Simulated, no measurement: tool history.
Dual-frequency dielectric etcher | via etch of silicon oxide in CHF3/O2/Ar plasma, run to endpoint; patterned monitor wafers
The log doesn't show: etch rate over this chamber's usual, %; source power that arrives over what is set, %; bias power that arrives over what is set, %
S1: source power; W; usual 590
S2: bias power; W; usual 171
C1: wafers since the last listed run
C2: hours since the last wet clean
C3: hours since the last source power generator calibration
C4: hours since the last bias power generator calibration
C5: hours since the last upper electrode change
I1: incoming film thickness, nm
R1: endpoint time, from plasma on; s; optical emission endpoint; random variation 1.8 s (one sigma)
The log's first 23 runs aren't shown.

run 24 day=97.862 | S1=630 S2=144 | C1=606 C2=488.6 C3=759.2 C4=1263.8 C5=645.3 | I1=632.9 | R1=342.1
run 25 day=99.521 | S1=510 S2=142 | C1=238 C2=528.4 C3=799.0 C4=1303.6 C5=685.1 | I1=631.6 | R1=369.4
run 26 day=102.825 | S1=590 S2=171 | C1=474 C2=607.7 C3=878.3 C4=1382.9 C5=764.4 | I1=631.8 | R1=329.6
-- day=105.558 wet clean of the chamber
run 27 day=107.288 | S1=590 S2=171 | C1=497 C2=41.5 C3=985.4 C4=1490.0 C5=871.5 | I1=635.1 | R1=333.2
run 28 day=108.883 | S1=520 S2=195 | C1=229 C2=79.8 C3=1023.7 C4=1528.3 C5=909.8 | I1=634.8 | R1=336.8
run 29 day=112.079 | S1=530 S2=171 | C1=458 C2=156.5 C3=1100.4 C4=1605.0 C5=986.5 | I1=629.8 | R1=347.2
run 30 day=113.688 | S1=590 S2=199 | C1=230 C2=195.1 C3=1139.0 C4=1643.6 C5=1025.1 | I1=629.5 | R1=318.7
run 31 day=125.308 | S1=700 S2=194 | C1=1668 C2=474.0 C3=1417.9 C4=1922.5 C5=1304.0 | I1=636.9 | R1=305.5

4 ways to go on from here, each from the tool as it stands after run 31. What would each give?
run A day=125.329 | S1=710 S2=171 | C1=2 C2=474.5 C3=1418.4 C4=1923.0 C5=1304.5 | I1=632.3 | R1=?
run B day=125.329 | S1=590 S2=205 | C1=2 C2=474.5 C3=1418.4 C4=1923.0 C5=1304.5 | I1=632.3 | R1=?
run C day=125.329 | S1=520 S2=188 | C1=2 C2=474.5 C3=1418.4 C4=1923.0 C5=1304.5 | I1=632.3 | R1=?
run D day=125.329 | S1=590 S2=144 | C1=2 C2=474.5 C3=1418.4 C4=1923.0 C5=1304.5 | I1=632.3 | R1=?

run=A R1=312.7
run=B R1=316.7
run=C R1=340.2
run=D R1=351.3
Without the tool's hidden state the same runs would have given:
run=A R1=309.3
run=B R1=313.2
run=C R1=336.5
run=D R1=347.4
